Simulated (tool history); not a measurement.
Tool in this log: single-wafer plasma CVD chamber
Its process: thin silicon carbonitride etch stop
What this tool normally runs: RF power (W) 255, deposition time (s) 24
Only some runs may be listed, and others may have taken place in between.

run	day	RF power (W)	deposition time (s)	wafers since the last listed run	hours since the last thermocouple change	hours since the last RF generator calibration	hours since the showerhead was replaced	hours since the gauge calibration	read-back reference wafer on the same gauge, thickness_nm	mean film thickness on the monitor wafer (nm)
1	0	255	27.4	0	1765.7	448.4	4364.8	303.2	12.01	16.874
2	2.379	255	27	707	1822.8	505.5	4421.9	360.3	11.987	16.643
3	4.246	255	24	555	1867.6	550.3	4466.7	405.1	11.984	14.692
4	5.912	255	24	495	1907.6	590.3	4506.7	445.1	11.962	14.753
5	8.192	255	24	677	1962.3	645	4561.4	499.8	11.959	14.781
6	10.188	255	24	593	2010.2	692.9	4609.3	547.7	11.951	14.842
7	12.317	255	24	633	2061.3	744	4660.4	598.8	11.936	14.75
8	15.075	280	24	820	2127.5	810.2	4726.6	665	11.942	15.457
# day 19.592: RF generator calibrated
9	20.283	280	24	1449	2252.5	16.6	4851.6	790	11.922	15.424
# day 21.588: gauge calibrated
10	21.996	230	24	509	2293.6	57.7	4892.7	9.8	12.203	14.233
11	23.896	210	27.4	564	2339.2	103.3	4938.3	55.4	12.156	15.447
# day 25.438: showerhead replaced
12	26.117	255	21.9	561	2392.5	156.6	16.3	108.7	12.114	13.689
# day 27.075: thermocouple changed; heater temperature recalibrated
13	27.283	295	22.3	247	5	184.6	44.3	136.7	12.097	14.951
14	29.762	210	25.7	737	64.5	244.1	103.8	196.2	12.063	14.285
15	31.712	300	24	579	111.3	290.9	150.6	243	12.052	16.097
16	32.904	255	21.9	354	139.9	319.5	179.2	271.6	12.03	13.61
17	34.392	255	24	442	175.6	355.2	214.9	307.3	12.017	14.864
18	36.55	255	24	641	227.4	407	266.7	359.1	11.993	14.768

3 ways to go on from here, each from the tool as it stands after run 18. What would each give?
A	36.567	255	24	4	227.8	407.4	267.1	359.5	?	?
B	36.567	255	26.4	4	227.8	407.4	267.1	359.5	?	?
C	36.567	300	25.4	4	227.8	407.4	267.1	359.5	?	?

run	read-back reference wafer on the same gauge, thickness_nm	mean film thickness on the monitor wafer (nm)
A	11.996	14.858
B	11.996	16.344
C	11.996	17.012
Without the tool's unlogged condition, the same runs would have read:
run	mean film thickness on the monitor wafer (nm)
A	15.108
B	16.618
C	17.298
